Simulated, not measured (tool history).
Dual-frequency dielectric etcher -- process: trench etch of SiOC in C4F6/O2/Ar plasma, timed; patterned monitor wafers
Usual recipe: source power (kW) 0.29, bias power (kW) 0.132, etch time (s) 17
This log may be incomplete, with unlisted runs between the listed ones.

run,day,source power (kW),bias power (kW),etch time (s),wafers since the last listed run,hours since the last wet clean,hours since the last source power generator calibration,hours since the last bias power generator calibration,hours since the last upper electrode change,hours since the gauge calibration,"read-back reference wafer on the same gauge, depth_nm",mean etch depth across the wafer (nm)
1,0,0.29,0.132,17,0,208.2,1254.1,4187.2,5543.5,558.4,30.51,30.15
2,0.542,0.29,0.123,17,251,221.2,1267.1,4200.2,5556.5,571.4,30.49,30.12
3,1.3,0.29,0.123,17,352,239.4,1285.3,4218.4,5574.7,589.6,30.51,30.18
4,2.538,0.29,0.123,17,575,269.1,1315,4248.1,5604.4,619.3,30.47,29.86
5,3.7,0.29,0.132,17,540,297,1342.9,4276,5632.3,647.2,30.46,30.07
6,4.658,0.29,0.132,17,445,320,1365.9,4299,5655.3,670.2,30.54,30.58
7,6,0.29,0.132,17,623,352.2,1398.1,4331.2,5687.5,702.4,30.48,30.51
8,7.242,0.29,0.132,17,577,382,1427.9,4361,5717.3,732.2,30.51,30.74
# day 8.075: bias power generator calibrated
9,8.462,0.29,0.132,14,490,411.3,1457.2,9.3,5746.6,761.5,30.5,25.06
# day 9.379: gauge calibrated
10,9.45,0.29,0.132,17,459,435,1480.9,33,5770.3,1.7,30.5,30.27
11,10.317,0.29,0.132,19.5,403,455.8,1501.7,53.8,5791.1,22.5,30.59,35.21
12,11.567,0.29,0.132,19.5,581,485.8,1531.7,83.8,5821.1,52.5,30.49,34.9
13,12.1,0.29,0.132,19.5,248,498.6,1544.5,96.6,5833.9,65.3,30.52,35.23
# day 15.029: upper electrode replaced
14,15.667,0.29,0.132,17,1193,584.2,1630.1,182.2,15.3,150.9,30.44,30.13
15,16.729,0.26,0.114,21.5,494,609.7,1655.6,207.7,40.8,176.4,30.46,35.06
16,18.167,0.29,0.109,13,668,644.2,1690.1,242.2,75.3,210.9,30.5,22.2
# day 18.725: source power generator calibrated
17,18.779,0.29,0.157,17,207,658.9,1.3,256.9,90,225.6,30.49,31.68
# day 20.175: wet clean of the chamber
18,20.196,0.29,0.132,17,193,0.5,35.3,290.9,124,259.6,30.51,30.33
19,20.212,0.23,0.106,18.5,7,0.9,35.7,291.3,124.4,260,30.49,27.93
20,20.683,0.29,0.132,17,218,12.2,47,302.6,135.7,271.3,30.44,30.48
21,21.912,0.27,0.132,20.5,571,41.7,76.5,332.1,165.2,300.8,30.49,35.26
22,23.346,0.29,0.141,14.5,666,76.1,110.9,366.5,199.6,335.2,30.54,26.51
23,25.296,0.31,0.149,20.5,906,122.9,157.7,413.3,246.4,382,30.58,39.51
24,26.062,0.29,0.132,17,356,141.3,176.1,431.7,264.8,400.4,30.55,30.43
25,27.1,0.27,0.147,19.5,482,166.2,201,456.6,289.7,425.3,30.47,34.56
26,27.962,0.24,0.143,12.5,401,186.9,221.7,477.3,310.4,446,30.5,20.88
27,28.746,0.29,0.132,13.5,364,205.7,240.5,496.1,329.2,464.8,30.46,24.07
28,29.988,0.32,0.113,17,577,235.5,270.3,525.9,359,494.6,30.49,30.86
29,30.85,0.29,0.132,17,401,256.2,291,546.6,379.7,515.3,30.49,30.48
30,31.612,0.29,0.132,17,354,274.5,309.3,564.9,398,533.6,30.54,30.61

Hidden state at the last listed run before each entry between runs and at the first one after, where it differs:
Logged between run 8 and run 9: bias power generator calibrated (day 8.075)
  the hidden state is the same at both runs
Logged between run 9 and run 10: gauge calibrated (day 9.379)
  the hidden state is the same at both runs
Logged between run 13 and run 14: upper electrode replaced (day 15.029)
  the hidden state is the same at both runs
Logged between run 16 and run 17: source power generator calibrated (day 18.725)
  the hidden state is the same at both runs
Logged between run 17 and run 18: wet clean of the chamber (day 20.175)
  the hidden state is the same at both runs
